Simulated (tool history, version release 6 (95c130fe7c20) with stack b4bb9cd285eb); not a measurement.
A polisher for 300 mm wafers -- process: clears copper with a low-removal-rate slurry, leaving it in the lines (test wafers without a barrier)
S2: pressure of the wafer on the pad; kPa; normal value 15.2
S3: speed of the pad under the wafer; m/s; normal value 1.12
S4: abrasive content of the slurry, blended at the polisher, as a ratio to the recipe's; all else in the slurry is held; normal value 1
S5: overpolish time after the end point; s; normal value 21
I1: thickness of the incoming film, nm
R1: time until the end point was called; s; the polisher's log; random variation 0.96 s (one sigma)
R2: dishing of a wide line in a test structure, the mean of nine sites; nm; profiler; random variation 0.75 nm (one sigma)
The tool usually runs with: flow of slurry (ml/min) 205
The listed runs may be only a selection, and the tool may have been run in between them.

{"run": 1, "hour": 0.0, "flow of slurry (ml/min)": 245, "S2": 12.4, "S3": 1.12, "S4": 1, "S5": 21, "I1": 179.9, "R1": 69.2, "R2": 34.9}
{"run": 2, "hour": 75.7, "flow of slurry (ml/min)": 245, "S2": 12.4, "S3": 1.12, "S4": 1, "S5": 21, "I1": 179.7, "R1": 71, "R2": 34.8}
{"run": 3, "hour": 177.3, "flow of slurry (ml/min)": 245, "S2": 12.4, "S3": 1.12, "S4": 1, "S5": 21, "I1": 181.4, "R1": 71, "R2": 35.6}
{"run": 4, "hour": 262.1, "flow of slurry (ml/min)": 205, "S2": 15.2, "S3": 1.12, "S4": 1, "S5": 21, "I1": 177, "R1": 59, "R2": 39}
{"run": 5, "hour": 309.6, "flow of slurry (ml/min)": 205, "S2": 15.2, "S3": 1.12, "S4": 1, "S5": 21, "I1": 180, "R1": 58.7, "R2": 40.6}
{"run": 6, "hour": 375.2, "flow of slurry (ml/min)": 205, "S2": 15.2, "S3": 1.12, "S4": 1, "S5": 21, "I1": 181, "R1": 58.3, "R2": 40.8}
{"hour": 405.1, "done": "slurry blender recalibrated"}
{"run": 7, "hour": 413.0, "flow of slurry (ml/min)": 205, "S2": 15.2, "S3": 1.12, "S4": 1, "S5": 21, "I1": 179.7, "R1": 58.6, "R2": 40.8}
{"hour": 428.3, "done": "head pressure recalibrated"}
{"hour": 495.3, "done": "worn pad replaced by a new one"}
{"run": 8, "hour": 517.8, "flow of slurry (ml/min)": 205, "S2": 15.2, "S3": 1.12, "S4": 1, "S5": 21, "I1": 180.6, "R1": 57.1, "R2": 40.5}
{"run": 9, "hour": 598.2, "flow of slurry (ml/min)": 205, "S2": 15.2, "S3": 1.12, "S4": 1, "S5": 14, "I1": 181.9, "R1": 61, "R2": 29.1}
{"run": 10, "hour": 688.2, "flow of slurry (ml/min)": 205, "S2": 18.6, "S3": 1.12, "S4": 1.25, "S5": 21, "I1": 178.4, "R1": 46.4, "R2": 49.9}
{"run": 11, "hour": 757.9, "flow of slurry (ml/min)": 245, "S2": 15.2, "S3": 1.12, "S4": 1.15, "S5": 21, "I1": 179.3, "R1": 54.4, "R2": 41.5}
{"hour": 770.9, "done": "slurry nozzle cleaned"}
{"run": 12, "hour": 838.0, "flow of slurry (ml/min)": 205, "S2": 15.2, "S3": 1.12, "S4": 1, "S5": 21, "I1": 178.2, "R1": 58.3, "R2": 40.4}
{"run": 13, "hour": 935.4, "flow of slurry (ml/min)": 205, "S2": 15.2, "S3": 1.12, "S4": 1, "S5": 21, "I1": 182.1, "R1": 60.3, "R2": 40.4}
{"run": 14, "hour": 1042.6, "flow of slurry (ml/min)": 205, "S2": 11.7, "S3": 1.48, "S4": 1, "S5": 21, "I1": 182.6, "R1": 57.9, "R2": 40.1}
{"run": 15, "hour": 1142.7, "flow of slurry (ml/min)": 205, "S2": 15.2, "S3": 1.12, "S4": 1, "S5": 21, "I1": 180.5, "R1": 60.5, "R2": 40.5}
{"hour": 1151.8, "done": "head pressure recalibrated"}
{"hour": 1215.6, "done": "slurry blender recalibrated"}
{"run": 16, "hour": 1239.1, "flow of slurry (ml/min)": 205, "S2": 15.2, "S3": 1.12, "S4": 0.8, "S5": 21, "I1": 181.6, "R1": 62.6, "R2": 39.4}
{"run": 17, "hour": 1280.9, "flow of slurry (ml/min)": 205, "S2": 18.6, "S3": 1.12, "S4": 1.1, "S5": 14, "I1": 177.4, "R1": 47, "R2": 35.8}
{"hour": 1302.1, "done": "worn pad replaced by a new one"}
{"run": 18, "hour": 1359.7, "flow of slurry (ml/min)": 170, "S2": 15.2, "S3": 1.12, "S4": 1, "S5": 28, "I1": 180.6, "R1": 60.5, "R2": 50.3}
{"run": 19, "hour": 1460.3, "flow of slurry (ml/min)": 240, "S2": 20, "S3": 1.12, "S4": 0.85, "S5": 16, "I1": 182.5, "R1": 44.9, "R2": 40.4}
{"run": 20, "hour": 1510.8, "flow of slurry (ml/min)": 150, "S2": 15.2, "S3": 1.12, "S4": 0.8, "S5": 29, "I1": 177, "R1": 63.6, "R2": 47}
{"run": 21, "hour": 1561.3, "flow of slurry (ml/min)": 140, "S2": 15.2, "S3": 1.12, "S4": 0.8, "S5": 8, "I1": 178.1, "R1": 66.7, "R2": 15.7}
{"run": 22, "hour": 1627.6, "flow of slurry (ml/min)": 230, "S2": 15.2, "S3": 1.12, "S4": 1.15, "S5": 33, "I1": 179.9, "R1": 55.5, "R2": 59.3}
{"run": 23, "hour": 1667.8, "flow of slurry (ml/min)": 205, "S2": 15.2, "S3": 1.12, "S4": 0.8, "S5": 10, "I1": 177.3, "R1": 62.3, "R2": 20.4}
{"run": 24, "hour": 1717.5, "flow of slurry (ml/min)": 205, "S2": 15.2, "S3": 1.12, "S4": 1, "S5": 21, "I1": 177.5, "R1": 58.7, "R2": 39.4}
{"hour": 1740.3, "done": "slurry nozzle cleaned"}
{"run": 25, "hour": 1804.3, "flow of slurry (ml/min)": 205, "S2": 12.4, "S3": 1.34, "S4": 1, "S5": 26, "I1": 177.8, "R1": 58.1, "R2": 45.9}
{"hour": 1884.1, "done": "slurry blender recalibrated"}
{"hour": 1916.2, "done": "head pressure recalibrated"}
{"run": 26, "hour": 1930.7, "flow of slurry (ml/min)": 205, "S2": 15.2, "S3": 1.12, "S4": 1, "S5": 21, "I1": 181.2, "R1": 59.1, "R2": 40.9}
{"run": 27, "hour": 2028.6, "flow of slurry (ml/min)": 205, "S2": 17.2, "S3": 1.48, "S4": 1.1, "S5": 31, "I1": 176.3, "R1": 38, "R2": 72.8}
{"run": 28, "hour": 2106.8, "flow of slurry (ml/min)": 205, "S2": 15.2, "S3": 1.12, "S4": 1, "S5": 21, "I1": 176.9, "R1": 57, "R2": 40}

Here are 4 independent what-if runs from the current tool condition. What would each one return?
{"run": "A", "hour": 2107.2, "flow of slurry (ml/min)": 205, "S2": 15.2, "S3": 1.12, "S4": 1, "S5": 21, "I1": 179.1, "R1": "?", "R2": "?"}
{"run": "B", "hour": 2107.2, "flow of slurry (ml/min)": 205, "S2": 15.2, "S3": 1.12, "S4": 0.9, "S5": 21, "I1": 179.1, "R1": "?", "R2": "?"}
{"run": "C", "hour": 2107.2, "flow of slurry (ml/min)": 270, "S2": 18.6, "S3": 1.12, "S4": 1.3, "S5": 21, "I1": 179.1, "R1": "?", "R2": "?"}
{"run": "D", "hour": 2107.2, "flow of slurry (ml/min)": 205, "S2": 15.2, "S3": 1.12, "S4": 1, "S5": 17, "I1": 179.1, "R1": "?", "R2": "?"}

run=A R1=58.2 R2=40.7
run=B R1=59.7 R2=39.8
run=C R1=43.2 R2=51.8
run=D R1=58.2 R2=34.2
Without the tool's unlogged condition, the same runs would have read:
run=A R1=58.2 R2=40.7
run=B R1=59.7 R2=39.8
run=C R1=43.2 R2=51.8
run=D R1=58.2 R2=34.2
